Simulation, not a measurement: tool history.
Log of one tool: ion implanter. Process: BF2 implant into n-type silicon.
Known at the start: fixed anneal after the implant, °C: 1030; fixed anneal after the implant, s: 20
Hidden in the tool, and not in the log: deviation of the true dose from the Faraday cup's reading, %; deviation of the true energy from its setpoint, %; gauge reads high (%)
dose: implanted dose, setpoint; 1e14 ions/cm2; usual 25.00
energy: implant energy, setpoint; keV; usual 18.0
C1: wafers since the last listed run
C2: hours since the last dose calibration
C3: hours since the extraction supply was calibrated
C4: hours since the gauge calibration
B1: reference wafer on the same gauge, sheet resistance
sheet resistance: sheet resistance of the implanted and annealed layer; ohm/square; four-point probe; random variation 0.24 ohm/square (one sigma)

Run 1, hour 0.0: usual settings; C1 0; C2 2281.0; C3 2506.2; C4 620.3; B1 173.48. Result: sheet resistance 159.77 ohm/square.
Run 2, hour 12.8: usual settings; C1 245; C2 2293.8; C3 2519.0; C4 633.1; B1 173.52. Result: sheet resistance 160.28 ohm/square.
Run 3, hour 27.8: usual settings; C1 288; C2 2308.8; C3 2534.0; C4 648.1; B1 173.64. Result: sheet resistance 159.70 ohm/square.
Run 4, hour 45.7: usual settings; C1 343; C2 2326.7; C3 2551.9; C4 666.0; B1 173.63. Result: sheet resistance 160.28 ohm/square.
Run 5, hour 53.3: usual settings; C1 145; C2 2334.3; C3 2559.5; C4 673.6; B1 173.59. Result: sheet resistance 159.57 ohm/square.
Run 6, hour 65.6: usual settings; C1 236; C2 2346.6; C3 2571.8; C4 685.9; B1 173.63. Result: sheet resistance 160.38 ohm/square.
Run 7, hour 82.7: usual settings; C1 328; C2 2363.7; C3 2588.9; C4 703.0; B1 173.73. Result: sheet resistance 160.40 ohm/square.
Run 8, hour 99.8: usual settings but dose 29.41 1e14 ions/cm2; C1 328; C2 2380.8; C3 2606.0; C4 720.1; B1 173.83. Result: sheet resistance 158.65 ohm/square.
At hour 112.4: extraction supply calibrated.
Run 9, hour 112.9: usual settings but dose 29.41 1e14 ions/cm2; C1 97; C2 2393.9; C3 0.5; C4 733.2; B1 173.87. Result: sheet resistance 158.48 ohm/square.
Run 10, hour 115.3: usual settings; C1 46; C2 2396.3; C3 2.9; C4 735.6; B1 173.92. Result: sheet resistance 160.38 ohm/square.
At hour 122.5: gauge calibrated.
Run 11, hour 145.1: usual settings; C1 572; C2 2426.1; C3 32.7; C4 22.6; B1 172.19. Result: sheet resistance 158.92 ohm/square.
Run 12, hour 162.5: usual settings but dose 19.57 1e14 ions/cm2, energy 13.5 keV; C1 334; C2 2443.5; C3 50.1; C4 40.0; B1 172.34. Result: sheet resistance 177.84 ohm/square.
Run 13, hour 179.1: usual settings; C1 318; C2 2460.1; C3 66.7; C4 56.6; B1 172.32. Result: sheet resistance 158.41 ohm/square.
At hour 190.0: Faraday cup replaced and dose calibrated.
Run 14, hour 207.3: usual settings; C1 387; C2 17.3; C3 94.9; C4 84.8; B1 172.40. Result: sheet resistance 158.87 ohm/square.
Run 15, hour 225.1: usual settings; C1 341; C2 35.1; C3 112.7; C4 102.6; B1 172.47. Result: sheet resistance 159.00 ohm/square.
Run 16, hour 242.8: usual settings but energy 14.5 keV; C1 339; C2 52.8; C3 130.4; C4 120.3; B1 172.53. Result: sheet resistance 170.79 ohm/square.
Run 17, hour 254.5: usual settings; C1 224; C2 64.5; C3 142.1; C4 132.0; B1 172.49. Result: sheet resistance 158.87 ohm/square.
Run 18, hour 263.0: usual settings; C1 163; C2 73.0; C3 150.6; C4 140.5; B1 172.62. Result: sheet resistance 158.90 ohm/square.
Run 19, hour 270.3: usual settings but energy 14.5 keV; C1 140; C2 80.3; C3 157.9; C4 147.8; B1 172.67. Result: sheet resistance 170.98 ohm/square.
Run 20, hour 279.2: usual settings but energy 13.5 keV; C1 170; C2 89.2; C3 166.8; C4 156.7; B1 172.71. Result: sheet resistance 174.67 ohm/square.
Run 21, hour 288.5: usual settings but dose 22.69 1e14 ions/cm2; C1 178; C2 98.5; C3 176.1; C4 166.0; B1 172.65. Result: sheet resistance 159.66 ohm/square.
Run 22, hour 311.9: usual settings but dose 31.26 1e14 ions/cm2, energy 15.5 keV; C1 449; C2 121.9; C3 199.5; C4 189.4; B1 172.74. Result: sheet resistance 165.11 ohm/square.
Run 23, hour 322.5: usual settings but energy 21.0 keV; C1 203; C2 132.5; C3 210.1; C4 200.0; B1 172.73. Result: sheet resistance 150.89 ohm/square.
Run 24, hour 332.9: usual settings but dose 22.57 1e14 ions/cm2, energy 22.5 keV; C1 199; C2 142.9; C3 220.5; C4 210.4; B1 172.81. Result: sheet resistance 147.98 ohm/square.
Run 25, hour 360.0: usual settings but dose 32.35 1e14 ions/cm2, energy 21.5 keV; C1 520; C2 170.0; C3 247.6; C4 237.5; B1 172.82. Result: sheet resistance 147.06 ohm/square.
Run 26, hour 371.3: usual settings but dose 31.71 1e14 ions/cm2, energy 15.0 keV; C1 216; C2 181.3; C3 258.9; C4 248.8; B1 172.93. Result: sheet resistance 167.38 ohm/square.
Run 27, hour 383.4: usual settings; C1 232; C2 193.4; C3 271.0; C4 260.9; B1 173.00. Result: sheet resistance 159.53 ohm/square.
Run 28, hour 409.9: usual settings but dose 19.90 1e14 ions/cm2, energy 15.0 keV; C1 508; C2 219.9; C3 297.5; C4 287.4; B1 172.94. Result: sheet resistance 171.97 ohm/square.
Run 29, hour 420.8: usual settings but dose 30.26 1e14 ions/cm2, energy 13.5 keV; C1 209; C2 230.8; C3 308.4; C4 298.3; B1 173.13. Result: sheet resistance 173.77 ohm/square.
Run 30, hour 434.0: usual settings but dose 17.88 1e14 ions/cm2, energy 21.5 keV; C1 253; C2 244.0; C3 321.6; C4 311.5; B1 173.11. Result: sheet resistance 154.33 ohm/square.
Run 31, hour 451.0: usual settings; C1 326; C2 261.0; C3 338.6; C4 328.5; B1 173.12. Result: sheet resistance 159.63 ohm/square.
Run 32, hour 457.6: usual settings but dose 31.64 1e14 ions/cm2, energy 21.5 keV; C1 126; C2 267.6; C3 345.2; C4 335.1; B1 173.10. Result: sheet resistance 147.42 ohm/square.
Run 33, hour 464.8: usual settings but dose 21.75 1e14 ions/cm2; C1 138; C2 274.8; C3 352.4; C4 342.3; B1 173.15. Result: sheet resistance 161.69 ohm/square.
Run 34, hour 472.6: usual settings but dose 29.94 1e14 ions/cm2; C1 149; C2 282.6; C3 360.2; C4 350.1; B1 173.16. Result: sheet resistance 157.92 ohm/square.
Run 35, hour 490.1: usual settings but dose 18.64 1e14 ions/cm2; C1 336; C2 300.1; C3 377.7; C4 367.6; B1 173.24. Result: sheet resistance 163.58 ohm/square.
Run 36, hour 507.2: usual settings but dose 29.65 1e14 ions/cm2, energy 20.5 keV; C1 328; C2 317.2; C3 394.8; C4 384.7; B1 173.32. Result: sheet resistance 151.31 ohm/square.

The same runs without the tool's hidden state, with the same run-to-run variation:
run  sheet resistance
  1            158.38
  2            158.85
  3            158.23
  4            158.76
  5            158.04
  6            158.81
  7            158.79
  8            157.00
  9            156.80
 10            158.67
 11            158.72
 12            177.57
 13            158.12
 14            158.51
 15            158.59
 16            170.30
 17            158.39
 18            158.39
 19            170.41
 20            174.06
 21            159.07
 22            164.44
 23            150.25
 24            147.33
 25            146.34
 26            166.54
 27            158.69
 28            170.99
 29            172.74
 30            153.39
 31            158.61
 32            146.46
 33            160.62
 34            156.85
 35            162.42
 36            150.20
